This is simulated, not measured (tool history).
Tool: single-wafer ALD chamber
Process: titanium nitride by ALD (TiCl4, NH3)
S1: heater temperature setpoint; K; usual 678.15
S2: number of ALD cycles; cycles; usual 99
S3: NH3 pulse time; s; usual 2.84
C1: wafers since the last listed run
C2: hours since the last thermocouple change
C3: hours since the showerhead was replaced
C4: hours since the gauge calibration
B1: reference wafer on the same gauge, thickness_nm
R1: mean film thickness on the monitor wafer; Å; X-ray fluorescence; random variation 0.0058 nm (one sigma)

{"run": 1, "hour": 0.0, "S1": 674.15, "S2": 99, "S3": 2.84, "C1": 0, "C2": 1016.7, "C3": 2047.3, "C4": 652, "B1": 1.889, "R1": 23.29}
{"run": 2, "hour": 14.8, "S1": 674.15, "S2": 99, "S3": 2.84, "C1": 35, "C2": 1031.5, "C3": 2062.1, "C4": 666.8, "B1": 1.891, "R1": 23.46}
{"run": 3, "hour": 43.8, "S1": 674.15, "S2": 99, "S3": 2.84, "C1": 69, "C2": 1060.5, "C3": 2091.1, "C4": 695.8, "B1": 1.89, "R1": 23.35}
{"run": 4, "hour": 75.3, "S1": 678.15, "S2": 99, "S3": 2.84, "C1": 75, "C2": 1092, "C3": 2122.6, "C4": 727.3, "B1": 1.888, "R1": 23.43}
{"run": 5, "hour": 109.0, "S1": 678.15, "S2": 92, "S3": 2.84, "C1": 81, "C2": 1125.7, "C3": 2156.3, "C4": 761, "B1": 1.889, "R1": 21.7}
{"run": 6, "hour": 127.6, "S1": 678.15, "S2": 92, "S3": 2.84, "C1": 44, "C2": 1144.3, "C3": 2174.9, "C4": 779.6, "B1": 1.89, "R1": 21.78}
{"run": 7, "hour": 140.0, "S1": 678.15, "S2": 99, "S3": 2.84, "C1": 29, "C2": 1156.7, "C3": 2187.3, "C4": 792, "B1": 1.891, "R1": 23.38}
{"run": 8, "hour": 154.8, "S1": 678.15, "S2": 99, "S3": 2.84, "C1": 35, "C2": 1171.5, "C3": 2202.1, "C4": 806.8, "B1": 1.889, "R1": 23.37}
{"hour": 158.0, "done": "gauge calibrated"}
{"run": 9, "hour": 172.4, "S1": 678.15, "S2": 99, "S3": 2.84, "C1": 42, "C2": 1189.1, "C3": 2219.7, "C4": 14.4, "B1": 1.89, "R1": 23.37}
{"run": 10, "hour": 206.8, "S1": 678.15, "S2": 99, "S3": 2.84, "C1": 82, "C2": 1223.5, "C3": 2254.1, "C4": 48.8, "B1": 1.89, "R1": 23.3}
{"run": 11, "hour": 224.9, "S1": 678.15, "S2": 99, "S3": 2.84, "C1": 43, "C2": 1241.6, "C3": 2272.2, "C4": 66.9, "B1": 1.891, "R1": 23.47}
{"run": 12, "hour": 254.0, "S1": 678.15, "S2": 99, "S3": 2.84, "C1": 69, "C2": 1270.7, "C3": 2301.3, "C4": 96, "B1": 1.889, "R1": 23.34}
{"run": 13, "hour": 266.2, "S1": 678.15, "S2": 99, "S3": 2.84, "C1": 29, "C2": 1282.9, "C3": 2313.5, "C4": 108.2, "B1": 1.891, "R1": 23.42}
{"run": 14, "hour": 301.7, "S1": 667.15, "S2": 99, "S3": 2.84, "C1": 85, "C2": 1318.4, "C3": 2349, "C4": 143.7, "B1": 1.89, "R1": 23.4}
{"hour": 318.5, "done": "thermocouple changed; heater temperature recalibrated"}
{"run": 15, "hour": 328.9, "S1": 667.15, "S2": 99, "S3": 2.84, "C1": 46, "C2": 10.4, "C3": 2376.2, "C4": 170.9, "B1": 1.89, "R1": 23.35}
{"run": 16, "hour": 358.4, "S1": 668.15, "S2": 90, "S3": 2.13, "C1": 70, "C2": 39.9, "C3": 2405.7, "C4": 200.4, "B1": 1.889, "R1": 21.04}
{"run": 17, "hour": 384.9, "S1": 666.15, "S2": 86, "S3": 3.55, "C1": 63, "C2": 66.4, "C3": 2432.2, "C4": 226.9, "B1": 1.89, "R1": 20.32}
{"hour": 401.1, "done": "showerhead replaced"}
{"run": 18, "hour": 407.3, "S1": 672.15, "S2": 99, "S3": 2.37, "C1": 34, "C2": 88.8, "C3": 6.2, "C4": 249.3, "B1": 1.89, "R1": 23.3}
{"run": 19, "hour": 439.1, "S1": 678.15, "S2": 99, "S3": 2.84, "C1": 76, "C2": 120.6, "C3": 38, "C4": 281.1, "B1": 1.89, "R1": 23.49}
{"run": 20, "hour": 459.3, "S1": 674.15, "S2": 99, "S3": 2.84, "C1": 48, "C2": 140.8, "C3": 58.2, "C4": 301.3, "B1": 1.889, "R1": 23.33}
{"run": 21, "hour": 475.3, "S1": 678.15, "S2": 99, "S3": 2.84, "C1": 38, "C2": 156.8, "C3": 74.2, "C4": 317.3, "B1": 1.89, "R1": 23.32}
{"run": 22, "hour": 488.9, "S1": 672.15, "S2": 99, "S3": 2.84, "C1": 32, "C2": 170.4, "C3": 87.8, "C4": 330.9, "B1": 1.89, "R1": 23.45}
{"run": 23, "hour": 520.7, "S1": 678.15, "S2": 99, "S3": 2.84, "C1": 76, "C2": 202.2, "C3": 119.6, "C4": 362.7, "B1": 1.891, "R1": 23.4}
{"run": 24, "hour": 543.8, "S1": 678.15, "S2": 99, "S3": 2.84, "C1": 55, "C2": 225.3, "C3": 142.7, "C4": 385.8, "B1": 1.89, "R1": 23.43}
{"run": 25, "hour": 562.8, "S1": 669.15, "S2": 89, "S3": 3.66, "C1": 45, "C2": 244.3, "C3": 161.7, "C4": 404.8, "B1": 1.891, "R1": 21.1}
{"run": 26, "hour": 590.2, "S1": 668.15, "S2": 89, "S3": 2.34, "C1": 65, "C2": 271.7, "C3": 189.1, "C4": 432.2, "B1": 1.89, "R1": 20.84}
{"run": 27, "hour": 623.6, "S1": 692.15, "S2": 88, "S3": 1.78, "C1": 80, "C2": 305.1, "C3": 222.5, "C4": 465.6, "B1": 1.891, "R1": 20.64}
{"run": 28, "hour": 653.8, "S1": 683.15, "S2": 105, "S3": 2.55, "C1": 72, "C2": 335.3, "C3": 252.7, "C4": 495.8, "B1": 1.889, "R1": 24.73}
{"run": 29, "hour": 682.2, "S1": 678.15, "S2": 99, "S3": 2.05, "C1": 68, "C2": 363.7, "C3": 281.1, "C4": 524.2, "B1": 1.89, "R1": 23.27}
{"run": 30, "hour": 698.1, "S1": 668.15, "S2": 90, "S3": 2.13, "C1": 38, "C2": 379.6, "C3": 297, "C4": 540.1, "B1": 1.891, "R1": 21.02}
{"run": 31, "hour": 729.6, "S1": 678.15, "S2": 99, "S3": 2.84, "C1": 75, "C2": 411.1, "C3": 328.5, "C4": 571.6, "B1": 1.89, "R1": 23.36}
{"run": 32, "hour": 749.1, "S1": 678.15, "S2": 99, "S3": 2.84, "C1": 46, "C2": 430.6, "C3": 348, "C4": 591.1, "B1": 1.891, "R1": 23.37}
{"run": 33, "hour": 782.9, "S1": 678.15, "S2": 105, "S3": 3.13, "C1": 81, "C2": 464.4, "C3": 381.8, "C4": 624.9, "B1": 1.889, "R1": 24.87}
{"run": 34, "hour": 803.7, "S1": 672.15, "S2": 109, "S3": 2.84, "C1": 50, "C2": 485.2, "C3": 402.6, "C4": 645.7, "B1": 1.889, "R1": 25.65}
{"run": 35, "hour": 838.8, "S1": 669.15, "S2": 89, "S3": 1.86, "C1": 84, "C2": 520.3, "C3": 437.7, "C4": 680.8, "B1": 1.89, "R1": 20.73}
{"run": 36, "hour": 864.6, "S1": 665.15, "S2": 80, "S3": 3.88, "C1": 62, "C2": 546.1, "C3": 463.5, "C4": 706.6, "B1": 1.889, "R1": 18.92}
{"run": 37, "hour": 886.8, "S1": 678.15, "S2": 99, "S3": 2.84, "C1": 53, "C2": 568.3, "C3": 485.7, "C4": 728.8, "B1": 1.89, "R1": 23.38}
{"run": 38, "hour": 920.9, "S1": 678.15, "S2": 99, "S3": 3.94, "C1": 81, "C2": 602.4, "C3": 519.8, "C4": 762.9, "B1": 1.891, "R1": 23.54}
{"run": 39, "hour": 940.4, "S1": 684.15, "S2": 105, "S3": 3.47, "C1": 46, "C2": 621.9, "C3": 539.3, "C4": 782.4, "B1": 1.89, "R1": 24.91}

Forecast each of these 5 alternatives for the next run:
{"run": "A", "hour": 941.0, "S1": 678.15, "S2": 99, "S3": 2.84, "C1": 1, "C2": 622.5, "C3": 539.9, "C4": 783, "B1": "?", "R1": "?"}
{"run": "B", "hour": 941.0, "S1": 678.15, "S2": 84, "S3": 1.96, "C1": 1, "C2": 622.5, "C3": 539.9, "C4": 783, "B1": "?", "R1": "?"}
{"run": "C", "hour": 941.0, "S1": 678.15, "S2": 112, "S3": 2.84, "C1": 1, "C2": 622.5, "C3": 539.9, "C4": 783, "B1": "?", "R1": "?"}
{"run": "D", "hour": 941.0, "S1": 678.15, "S2": 117, "S3": 2.84, "C1": 1, "C2": 622.5, "C3": 539.9, "C4": 783, "B1": "?", "R1": "?"}
{"run": "E", "hour": 941.0, "S1": 665.15, "S2": 110, "S3": 3.69, "C1": 1, "C2": 622.5, "C3": 539.9, "C4": 783, "B1": "?", "R1": "?"}

run=A B1=1.89 R1=23.3
run=B B1=1.89 R1=19.64
run=C B1=1.89 R1=26.36
run=D B1=1.89 R1=27.54
run=E B1=1.89 R1=25.91
Without the tool's hidden state the same runs would have given:
run=A R1=23.3
run=B R1=19.64
run=C R1=26.36
run=D R1=27.54
run=E R1=25.91

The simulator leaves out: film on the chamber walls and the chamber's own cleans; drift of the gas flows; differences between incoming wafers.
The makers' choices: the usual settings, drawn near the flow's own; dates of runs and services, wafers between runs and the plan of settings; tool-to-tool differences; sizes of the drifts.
